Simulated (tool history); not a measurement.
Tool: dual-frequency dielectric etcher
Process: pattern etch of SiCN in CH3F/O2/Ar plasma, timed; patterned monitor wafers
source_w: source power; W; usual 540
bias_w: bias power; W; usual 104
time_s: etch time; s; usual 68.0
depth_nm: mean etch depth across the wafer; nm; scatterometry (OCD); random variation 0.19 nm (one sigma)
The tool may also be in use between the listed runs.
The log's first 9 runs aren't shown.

run	hour	source_w	bias_w	time_s	read-back reference wafer on the same gauge, depth_nm	depth_nm
10	203.3	540	104	52.5	25.60	24.52
11	232.7	500	94	80.0	25.62	35.19
# hour 246.9: source power generator calibrated
12	247.4	540	104	88.0	25.58	40.94
13	278.2	450	89	75.5	25.63	31.28
# hour 282.2: gauge calibrated
14	303.3	500	104	77.5	25.62	34.78
# hour 317.5: bias power generator calibrated
15	332.0	640	84	79.0	25.64	35.97
16	346.1	540	104	68.0	25.62	30.73
17	401.7	410	126	58.5	25.60	26.09
# hour 426.4: wet clean of the chamber
18	426.9	540	104	68.0	25.60	32.13
19	447.2	630	97	68.0	25.64	32.86
20	463.7	540	104	68.0	25.51	31.99
21	556.8	630	123	74.5	25.65	37.81
22	577.9	540	104	80.0	25.60	36.20
23	664.9	470	121	80.0	25.56	36.41
24	680.9	630	104	87.5	25.52	41.84
25	707.7	590	118	68.0	25.64	32.86
26	721.3	540	104	68.0	25.64	30.53
27	741.1	400	113	75.5	25.61	31.59
28	755.8	540	123	68.0	25.60	32.08
29	791.6	660	86	87.0	25.62	38.84
# hour 822.9: wet clean of the chamber
30	823.4	450	86	68.0	25.53	28.53

Forecast each of these 4 alternatives for the next run:
A	823.8	540	104	68.0	?	?
B	823.8	540	119	84.0	?	?
C	823.8	590	130	82.0	?	?
D	823.8	440	81	48.0	?	?

run	read-back reference wafer on the same gauge, depth_nm	depth_nm
A	25.63	31.87
B	25.63	41.11
C	25.63	42.45
D	25.63	19.60
Without the tool's hidden state the same runs would have given:
run	depth_nm
A	32.02
B	41.29
C	42.64
D	19.69
